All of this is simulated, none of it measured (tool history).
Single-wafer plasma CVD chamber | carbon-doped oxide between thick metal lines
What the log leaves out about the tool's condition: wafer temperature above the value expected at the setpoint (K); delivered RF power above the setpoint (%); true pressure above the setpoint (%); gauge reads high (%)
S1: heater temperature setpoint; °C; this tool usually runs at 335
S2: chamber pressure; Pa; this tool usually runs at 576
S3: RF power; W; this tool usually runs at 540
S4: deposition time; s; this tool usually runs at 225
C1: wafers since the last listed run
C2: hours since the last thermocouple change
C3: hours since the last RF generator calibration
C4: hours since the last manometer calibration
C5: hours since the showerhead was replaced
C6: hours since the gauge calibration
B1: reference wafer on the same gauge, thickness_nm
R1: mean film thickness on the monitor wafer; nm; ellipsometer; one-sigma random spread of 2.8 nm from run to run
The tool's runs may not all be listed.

| run | hour | S1 | S2 | S3 | S4 | C1 | C2 | C3 | C4 | C5 | C6 | B1 | R1 |
|---|---|---|---|---|---|---|---|---|---|---|---|---|---|
| 1 | 0 | 324 | 576 | 540 | 225 | 0 | 901.2 | 853.7 | 1571.9 | 4814 | 2.1 | 1370.342 | 1300.012 |
| 2 | 16.8 | 324 | 576 | 540 | 225 | 161 | 918 | 870.5 | 1588.7 | 4830.8 | 18.9 | 1369.981 | 1297.752 |
| 3 | 38.9 | 335 | 576 | 540 | 225 | 212 | 940.1 | 892.6 | 1610.8 | 4852.9 | 41 | 1370.629 | 1249.679 |
| 4 | 55.6 | 335 | 576 | 540 | 225 | 160 | 956.8 | 909.3 | 1627.5 | 4869.6 | 57.7 | 1370.055 | 1250.341 |
| 5 | 68.7 | 335 | 576 | 540 | 225 | 126 | 969.9 | 922.4 | 1640.6 | 4882.7 | 70.8 | 1369.66 | 1248.833 |
| 6 | 104.5 | 344 | 576 | 540 | 225 | 344 | 1005.7 | 958.2 | 1676.4 | 4918.5 | 106.6 | 1370.644 | 1212.179 |
| 7 | 124.6 | 344 | 576 | 540 | 225 | 193 | 1025.8 | 978.3 | 1696.5 | 4938.6 | 126.7 | 1370.019 | 1214.325 |
| 8 | 159.2 | 344 | 576 | 540 | 225 | 332 | 1060.4 | 1012.9 | 1731.1 | 4973.2 | 161.3 | 1369.515 | 1213.224 |
| 9 | 178.3 | 343 | 576 | 540 | 225 | 183 | 1079.5 | 1032 | 1750.2 | 4992.3 | 180.4 | 1370.213 | 1218.269 |
|  | 199.9 | thermocouple changed; heater temperature recalibrated |
| 10 | 213.8 | 343 | 576 | 540 | 225 | 264 | 13.9 | 1067.5 | 1785.7 | 5027.8 | 215.9 | 1370.523 | 1238.823 |
| 11 | 227.8 | 335 | 621 | 540 | 225 | 134 | 27.9 | 1081.5 | 1799.7 | 5041.8 | 229.9 | 1370.338 | 1294.737 |

For run 12, what comes out?
|  | 255.3 | RF generator calibrated |
| 12 | 255.8 | 335 | 576 | 540 | 225 | 192 | 55.9 | 0.5 | 1827.7 | 5069.8 | 257.9 | ? | ? |

{"run 12": {"B1": 1369.6, "R1": 1317.376}}
On a tool with no hidden condition, and with the same random variation, this run would have come out at R1 1326.21 nm.
